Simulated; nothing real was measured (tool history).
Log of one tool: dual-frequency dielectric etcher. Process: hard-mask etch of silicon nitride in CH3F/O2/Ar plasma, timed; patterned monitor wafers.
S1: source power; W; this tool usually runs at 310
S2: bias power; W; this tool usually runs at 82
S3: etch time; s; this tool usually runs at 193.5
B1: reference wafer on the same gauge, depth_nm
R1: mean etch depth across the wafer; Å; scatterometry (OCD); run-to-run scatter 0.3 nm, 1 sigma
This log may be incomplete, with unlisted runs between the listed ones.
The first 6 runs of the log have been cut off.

run,hour,S1,S2,S3,B1,R1
7,121.2,310,82,156.5,151,1093
8,156.4,310,82,156.5,150.9,1098
# hour 200.4: wet clean of the chamber
9,203.3,310,69,193.5,151.1,1244
# hour 239.8: upper electrode replaced
10,240.3,310,69,193.5,150.9,1242
11,255.9,310,77,153.5,151,1055
12,281.2,310,77,153.5,151.1,1054
13,298,310,82,193.5,150.9,1377
14,327.3,310,82,229.5,151.2,1631
15,359.6,310,82,229.5,150.9,1625
16,386.7,310,82,193.5,151,1368
# hour 400.8: gauge calibrated
17,408.6,310,82,193.5,150.9,1364
18,475.5,280,82,193.5,151.2,1338
# hour 490.2: source power generator calibrated
19,496.8,310,82,209.5,151,1481
20,529.5,310,102,193.5,150.9,1539
# hour 534.2: bias power generator calibrated
21,549.4,310,82,193.5,150.9,1357
22,574.5,310,82,193.5,151,1362
23,590.1,310,82,193.5,151.1,1360
24,624.4,310,82,193.5,151,1354
25,640.4,310,98,236.5,151.1,1834
26,656.2,270,98,244,151,1837
27,678.7,310,82,218,150.9,1524
28,712.4,340,102,236.5,151,1889
# hour 746.1: wet clean of the chamber
29,746.6,360,73,172,151,1174
30,751.4,310,88,193.5,151,1430
31,766.4,270,82,223,150.9,1549

Forecast each of these 3 alternatives for the next run:
A,766.9,310,82,193.5,?,?
B,766.9,310,69,242.5,?,?
C,766.9,310,82,146,?,?

run,B1,R1
A,151,1375
B,151,1556
C,151,1038
What these runs would have given with no unlogged condition in the tool:
run,R1
A,1381
B,1562
C,1042
